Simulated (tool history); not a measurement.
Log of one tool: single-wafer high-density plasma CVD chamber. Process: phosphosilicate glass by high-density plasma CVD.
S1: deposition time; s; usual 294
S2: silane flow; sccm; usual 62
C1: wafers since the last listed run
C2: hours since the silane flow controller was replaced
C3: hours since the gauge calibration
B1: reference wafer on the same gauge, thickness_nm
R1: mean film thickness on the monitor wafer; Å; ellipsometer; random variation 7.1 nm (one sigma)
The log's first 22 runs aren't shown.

{"run": 23, "hour": 257.7, "S1": 294, "S2": 50, "C1": 58, "C2": 77.7, "C3": 243.4, "B1": 1829.301, "R1": 16265.99}
{"run": 24, "hour": 268.8, "S1": 331, "S2": 74, "C1": 74, "C2": 88.8, "C3": 254.5, "B1": 1827.588, "R1": 27153.91}
{"hour": 295.2, "done": "silane flow controller replaced, repeated, since the last time left the tool worse"}
{"run": 25, "hour": 298.1, "S1": 260, "S2": 69, "C1": 142, "C2": 2.9, "C3": 283.8, "B1": 1828.62, "R1": 18500.79}
{"run": 26, "hour": 308.6, "S1": 294, "S2": 62, "C1": 70, "C2": 13.4, "C3": 294.3, "B1": 1828.68, "R1": 18931.5}
{"run": 27, "hour": 317.3, "S1": 294, "S2": 62, "C1": 58, "C2": 22.1, "C3": 303.0, "B1": 1831.981, "R1": 18805.78}
{"run": 28, "hour": 324.2, "S1": 247, "S2": 68, "C1": 46, "C2": 29.0, "C3": 309.9, "B1": 1827.173, "R1": 17291.17}
{"run": 29, "hour": 330.9, "S1": 257, "S2": 70, "C1": 44, "C2": 35.7, "C3": 316.6, "B1": 1829.213, "R1": 18591.34}
{"run": 30, "hour": 340.1, "S1": 322, "S2": 66, "C1": 61, "C2": 44.9, "C3": 325.8, "B1": 1827.062, "R1": 21892.66}
{"run": 31, "hour": 349.8, "S1": 247, "S2": 52, "C1": 64, "C2": 54.6, "C3": 335.5, "B1": 1832.151, "R1": 13331.21}
{"run": 32, "hour": 362.0, "S1": 247, "S2": 71, "C1": 81, "C2": 66.8, "C3": 347.7, "B1": 1832.414, "R1": 18085.12}
{"hour": 374.0, "done": "gauge calibrated"}
{"run": 33, "hour": 375.3, "S1": 252, "S2": 66, "C1": 88, "C2": 80.1, "C3": 1.3, "B1": 1829.461, "R1": 17256.39}
{"run": 34, "hour": 382.6, "S1": 294, "S2": 53, "C1": 48, "C2": 87.4, "C3": 8.6, "B1": 1828.341, "R1": 16100.38}
{"run": 35, "hour": 399.3, "S1": 341, "S2": 50, "C1": 111, "C2": 104.1, "C3": 25.3, "B1": 1830.128, "R1": 17630.35}
{"run": 36, "hour": 450.6, "S1": 343, "S2": 74, "C1": 342, "C2": 155.4, "C3": 76.6, "B1": 1833.027, "R1": 26498.2}
{"run": 37, "hour": 467.6, "S1": 272, "S2": 74, "C1": 113, "C2": 172.4, "C3": 93.6, "B1": 1829.566, "R1": 20909.51}
{"run": 38, "hour": 485.3, "S1": 240, "S2": 50, "C1": 118, "C2": 190.1, "C3": 111.3, "B1": 1828.321, "R1": 12495.55}
{"run": 39, "hour": 495.1, "S1": 318, "S2": 70, "C1": 65, "C2": 199.9, "C3": 121.1, "B1": 1827.917, "R1": 23183.43}
{"run": 40, "hour": 503.1, "S1": 237, "S2": 62, "C1": 53, "C2": 207.9, "C3": 129.1, "B1": 1833.013, "R1": 15418.98}
{"run": 41, "hour": 511.8, "S1": 255, "S2": 73, "C1": 58, "C2": 216.6, "C3": 137.8, "B1": 1830.0, "R1": 19406.82}
{"run": 42, "hour": 526.0, "S1": 294, "S2": 52, "C1": 94, "C2": 230.8, "C3": 152.0, "B1": 1831.102, "R1": 15952.19}
{"run": 43, "hour": 532.4, "S1": 294, "S2": 68, "C1": 42, "C2": 237.2, "C3": 158.4, "B1": 1828.936, "R1": 20943.39}
{"run": 44, "hour": 547.8, "S1": 318, "S2": 74, "C1": 102, "C2": 252.6, "C3": 173.8, "B1": 1830.273, "R1": 24601.36}
{"run": 45, "hour": 554.7, "S1": 294, "S2": 62, "C1": 46, "C2": 259.5, "C3": 180.7, "B1": 1830.01, "R1": 19065.49}
{"run": 46, "hour": 572.6, "S1": 294, "S2": 50, "C1": 119, "C2": 277.4, "C3": 198.6, "B1": 1830.547, "R1": 15260.95}

4 ways to go on from here, each from the tool as it stands after run 46. What would each give?
{"run": "A", "hour": 573.1, "S1": 294, "S2": 62, "C1": 3, "C2": 277.9, "C3": 199.1, "B1": "?", "R1": "?"}
{"run": "B", "hour": 573.1, "S1": 258, "S2": 50, "C1": 3, "C2": 277.9, "C3": 199.1, "B1": "?", "R1": "?"}
{"run": "C", "hour": 573.1, "S1": 329, "S2": 62, "C1": 3, "C2": 277.9, "C3": 199.1, "B1": "?", "R1": "?"}
{"run": "D", "hour": 573.1, "S1": 294, "S2": 67, "C1": 3, "C2": 277.9, "C3": 199.1, "B1": "?", "R1": "?"}

run=A B1=1831.787 R1=19080.03
run=B B1=1831.787 R1=13502.99
run=C B1=1831.787 R1=21351.47
run=D B1=1831.787 R1=20618.75
Without the tool's hidden state the same runs would have given:
run=A R1=18719.75
run=B R1=13248.02
run=C R1=20948.30
run=D R1=20229.41
